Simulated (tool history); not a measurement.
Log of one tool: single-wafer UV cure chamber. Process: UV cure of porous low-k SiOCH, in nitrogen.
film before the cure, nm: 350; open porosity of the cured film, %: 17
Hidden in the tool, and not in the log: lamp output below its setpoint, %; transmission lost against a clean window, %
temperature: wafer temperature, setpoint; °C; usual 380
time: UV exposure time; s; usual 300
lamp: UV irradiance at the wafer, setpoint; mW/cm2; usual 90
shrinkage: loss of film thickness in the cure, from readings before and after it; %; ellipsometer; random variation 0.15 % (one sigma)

run   hour  temperature  time  lamp  wafers since the last listed run  hours since the UV bulbs were replaced  wafers since the quartz window was cleaned  shrinkage
  1    0.0          391   300   104                                 0                                   997.9                                        1707     10.830
  2   15.8          380   300    90                               123                                  1013.7                                        1830     10.107
  3   29.1          380   300    90                               103                                  1027.0                                        1934      9.974
  4   39.4          380   300    90                                80                                  1037.3                                        2014      9.987
  5   56.0          380   300    90                               129                                  1053.9                                        2143      9.752
  6   64.6          380   300    90                                66                                  1062.5                                        2210      9.991
  7   76.4          380   300    90                                91                                  1074.3                                        2302      9.894
  8   93.4          380   300    90                               132                                  1091.3                                        2434      9.618
     106.0  -- UV bulbs replaced
  9  106.5          364   300    90                                39                                     0.5                                        2474      9.393
 10  133.6          364   300    90                               210                                    27.6                                        2685      9.460
 11  141.6          380   175    90                                62                                    35.6                                        2747      7.716
 12  157.1          380   175    90                               120                                    51.1                                        2868      7.769
     169.6  -- quartz window cleaned
 13  170.1          371   370    69                                38                                    64.1                                           4     10.239
 14  174.5          380   300    90                                34                                    68.5                                          38     10.697
 15  181.2          361   420   102                                52                                    75.2                                          90     12.457
 16  232.0          397   230   127                               395                                   126.0                                         485     10.951
 17  245.8          380   300    90                               107                                   139.8                                         593     10.154
 18  263.6          380   300    90                               138                                   157.6                                         731     10.390
 19  269.7          380   125    90                                47                                   163.7                                         779      6.633
 20  286.2          380   300    90                               128                                   180.2                                         907     10.391
 21  296.9          395   300   105                                83                                   190.9                                         991     10.834
 22  306.7          367   200   125                                76                                   200.7                                        1067      9.542
 23  313.6          394   395    66                                53                                   207.6                                        1121     10.160
 24  327.9          390   455   116                               111                                   221.9                                        1232     13.410
 25  339.8          380   425    90                                92                                   233.8                                        1325     11.389

Hidden state or all else? Some run-to-run changes of shrinkage, split into what the settings, what came in and random variation would give without the hidden state, and what is left for the hidden state (with any gauge scatter that isn't in both results):
Run 12 -> 13: temperature 380 -> 371, time 175 -> 370, lamp 90 -> 69, quartz window cleaned. shrinkage +2.470 %: hidden state +0.858, all else +1.612.
Run 15 -> 16: temperature 361 -> 397, time 420 -> 230, lamp 102 -> 127. shrinkage -1.506 %: hidden state -0.281, all else -1.225.
Run 18 -> 19: time 300 -> 125. shrinkage -3.757 %: hidden state +0.055, all else -3.812.
Run 19 -> 20: time 125 -> 300. shrinkage +3.758 %: hidden state -0.139, all else +3.897.
